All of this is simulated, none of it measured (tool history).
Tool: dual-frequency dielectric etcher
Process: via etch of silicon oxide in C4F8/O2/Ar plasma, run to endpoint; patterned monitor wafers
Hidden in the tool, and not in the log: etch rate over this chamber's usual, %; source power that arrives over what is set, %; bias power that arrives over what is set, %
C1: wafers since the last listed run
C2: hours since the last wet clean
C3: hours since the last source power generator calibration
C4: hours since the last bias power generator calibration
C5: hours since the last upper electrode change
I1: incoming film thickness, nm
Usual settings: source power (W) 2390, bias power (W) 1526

Run 1, hour 0: usual settings; C1 0; C2 444; C3 2890.6; C4 1955.6; C5 3347.7; I1 1511. Result: endpoint time (s) 285.2.
Run 2, hour 16.1: usual settings; C1 135; C2 460.1; C3 2906.7; C4 1971.7; C5 3363.8; I1 1505. Result: endpoint time (s) 285.1.
Run 3, hour 24.3: usual settings; C1 69; C2 468.3; C3 2914.9; C4 1979.9; C5 3372; I1 1518. Result: endpoint time (s) 284.6.
Run 4, hour 41.6: usual settings; C1 145; C2 485.6; C3 2932.2; C4 1997.2; C5 3389.3; I1 1524.9. Result: endpoint time (s) 288.5.
Run 5, hour 58.8: usual settings; C1 144; C2 502.8; C3 2949.4; C4 2014.4; C5 3406.5; I1 1517.9. Result: endpoint time (s) 286.3.
Run 6, hour 68.1: usual settings; C1 78; C2 512.1; C3 2958.7; C4 2023.7; C5 3415.8; I1 1514.3. Result: endpoint time (s) 283.6.
Run 7, hour 81.8: usual settings; C1 115; C2 525.8; C3 2972.4; C4 2037.4; C5 3429.5; I1 1518.7. Result: endpoint time (s) 284.9.
Run 8, hour 98.1: usual settings; C1 137; C2 542.1; C3 2988.7; C4 2053.7; C5 3445.8; I1 1522. Result: endpoint time (s) 285.
At hour 127: wet clean of the chamber.
Run 9, hour 127.5: usual settings; C1 45; C2 0.5; C3 3018.1; C4 2083.1; C5 3475.2; I1 1492.7. Result: endpoint time (s) 290.4.
Run 10, hour 143.6: usual settings but bias power (W) 1280; C1 135; C2 16.6; C3 3034.2; C4 2099.2; C5 3491.3; I1 1510.5. Result: endpoint time (s) 312.8.
Run 11, hour 157.7: usual settings but source power (W) 2820, bias power (W) 1788; C1 118; C2 30.7; C3 3048.3; C4 2113.3; C5 3505.4; I1 1504.2. Result: endpoint time (s) 262.1.
At hour 163.6: source power generator calibrated.
Run 12, hour 167.2: usual settings but source power (W) 2660, bias power (W) 1791; C1 46; C2 40.2; C3 3.6; C4 2122.8; C5 3514.9; I1 1538. Result: endpoint time (s) 272.2.
At hour 195.3: upper electrode replaced.
Run 13, hour 209.2: usual settings but source power (W) 1860, bias power (W) 1179; C1 151; C2 82.2; C3 45.6; C4 2164.8; C5 13.9; I1 1530.6. Result: endpoint time (s) 365.
Run 14, hour 222.2: usual settings but bias power (W) 1201; C1 109; C2 95.2; C3 58.6; C4 2177.8; C5 26.9; I1 1523.1. Result: endpoint time (s) 316.9.
Run 15, hour 237.9: usual settings but source power (W) 2650, bias power (W) 1727; C1 132; C2 110.9; C3 74.3; C4 2193.5; C5 42.6; I1 1518.2. Result: endpoint time (s) 273.8.
Run 16, hour 252.5: usual settings but source power (W) 2070, bias power (W) 1147; C1 123; C2 125.5; C3 88.9; C4 2208.1; C5 57.2; I1 1519.7. Result: endpoint time (s) 339.7.
At hour 256.8: bias power generator calibrated.
Run 17, hour 261.1: usual settings; C1 38; C2 134.1; C3 97.5; C4 4.3; C5 65.8; I1 1515.8. Result: endpoint time (s) 294.9.
Run 18, hour 268.8: usual settings but source power (W) 1830, bias power (W) 1873; C1 64; C2 141.8; C3 105.2; C4 12; C5 73.5; I1 1507. Result: endpoint time (s) 314.2.
Run 19, hour 276.8: usual settings; C1 67; C2 149.8; C3 113.2; C4 20; C5 81.5; I1 1502.7. Result: endpoint time (s) 292.3.
Run 20, hour 322.1: usual settings; C1 381; C2 195.1; C3 158.5; C4 65.3; C5 126.8; I1 1530. Result: endpoint time (s) 298.9.
Run 21, hour 332.1: usual settings but source power (W) 2840, bias power (W) 1425; C1 84; C2 205.1; C3 168.5; C4 75.3; C5 136.8; I1 1521.6. Result: endpoint time (s) 277.

4 ways to go on from here, each from the tool as it stands after run 21. What would each give?
Run A, hour 332.6: usual settings; C1 4; C2 205.6; C3 169; C4 75.8; C5 137.3; I1 1536.3. Result: endpoint time (s) ?.
Run B, hour 332.6: usual settings but source power (W) 2230, bias power (W) 1402; C1 4; C2 205.6; C3 169; C4 75.8; C5 137.3; I1 1536.3. Result: endpoint time (s) ?.
Run C, hour 332.6: usual settings but source power (W) 2880; C1 4; C2 205.6; C3 169; C4 75.8; C5 137.3; I1 1536.3. Result: endpoint time (s) ?.
Run D, hour 332.6: usual settings but bias power (W) 1208; C1 4; C2 205.6; C3 169; C4 75.8; C5 137.3; I1 1536.3. Result: endpoint time (s) ?.

run  endpoint time (s)
  A              295.5
  B              312.3
  C              271.7
  D              315.2
Without the tool's hidden state the same runs would have given:
run  endpoint time (s)
  A              300.3
  B              317.5
  C              276.2
  D              320.4
